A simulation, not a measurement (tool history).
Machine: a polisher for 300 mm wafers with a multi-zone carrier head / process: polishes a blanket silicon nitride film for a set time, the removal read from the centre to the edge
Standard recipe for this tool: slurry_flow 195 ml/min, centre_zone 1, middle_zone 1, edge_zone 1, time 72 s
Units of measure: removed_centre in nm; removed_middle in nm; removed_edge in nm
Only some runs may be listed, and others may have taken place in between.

run    hour  slurry_flow  centre_zone  middle_zone  edge_zone  time  incoming thickness of the incoming film, nm  removed_centre  removed_middle  removed_edge
  1       0          195            1            1          1    63                                        473.4           142.3           147.7         147.6
       49.6  -- slurry nozzle cleaned
  2   104.7          195            1            1          1    72                                        468.6           162.9           168.1         171.9
      135.9  -- worn pad replaced by a new one
  3   143.2          195            1            1          1    72                                        470.7           162.9           167.7         169.7
  4   246.3          195            1            1          1    72                                        473.9             159           166.6         167.4
      254.7  -- edge zone pressure recalibrated
  5   282.4          195         1.03            1          1    72                                        473.5           166.5           167.4         168.9
  6   339.2          195            1            1          1    72                                        480.2           160.1           166.2         171.1
      395.4  -- slurry nozzle cleaned
  7   443.3          195            1            1          1    58                                        472.9           124.9           137.1         139.5
  8   521.7          195            1            1          1    58                                        464.1           123.1           135.7         139.5
      526.7  -- worn pad replaced by a new one
  9   583.4          195            1            1          1    72                                        466.5           149.8           169.7         165.5
 10   685.7          195            1            1          1    72                                        471.1           148.8           168.6         166.1
      694.6  -- carrier head's membrane replaced by a new one
      739.7  -- edge zone pressure recalibrated
      751.4  -- slurry nozzle cleaned
 11   791.9          195            1            1          1    72                                        465.2           145.1           170.4         169.7
 12   842.8          155            1         0.95       1.09    96                                        478.6           182.7           206.7         226.4
      877.3  -- centre zone pressure recalibrated
 13   894.5          195            1         1.04          1    72                                          477           168.2           170.9         168.8
      931.2  -- worn pad replaced by a new one
 14   941.8          195            1         1.03          1    49                                        468.1           113.2           116.2         114.4
     1085.9  -- slurry nozzle cleaned
 15  1150.3          250         1.12            1       1.09    53                                        473.9           140.3           127.9         131.3
 16    1244          195            1         0.96        0.9    72                                        460.5           164.3           161.8         162.2
     1267.9  -- worn pad replaced by a new one
     1308.4  -- edge zone pressure recalibrated
 17  1319.8          250         1.12            1       1.09    53                                        462.5           138.8             128         130.2
 18  1382.9          250         1.12            1       1.09    53                                        471.4           140.5           129.2         129.6
     1440.5  -- slurry nozzle cleaned
 19  1480.8          195            1         1.09          1    72                                        473.3           164.6           177.4         168.5
 20  1570.7          195            1            1          1    72                                        475.1           161.6             170         168.4
     1616.2  -- worn pad replaced by a new one
 21  1639.9          195         1.08            1        0.9    84                                        468.4           198.4           195.5         187.7
     1659.4  -- carrier head's membrane replaced by a new one
 22  1716.7          260          1.1            1       0.95    84                                        471.6           215.9             206         200.7

The next listed run, before its measurement:
     1766.2  -- slurry nozzle cleaned
 23  1802.8          195            1          0.9          1    63                                        471.2               ?               ?             ?

{"run 23": {"removed_centre": 135.6, "removed_middle": 134.6, "removed_edge": 146.2}}
Take away the tool's hidden state, keep the run-to-run variation as it was, and the same run would have given removed_centre 142.9 nm, removed_middle 134.5 nm, removed_edge 146.2 nm.
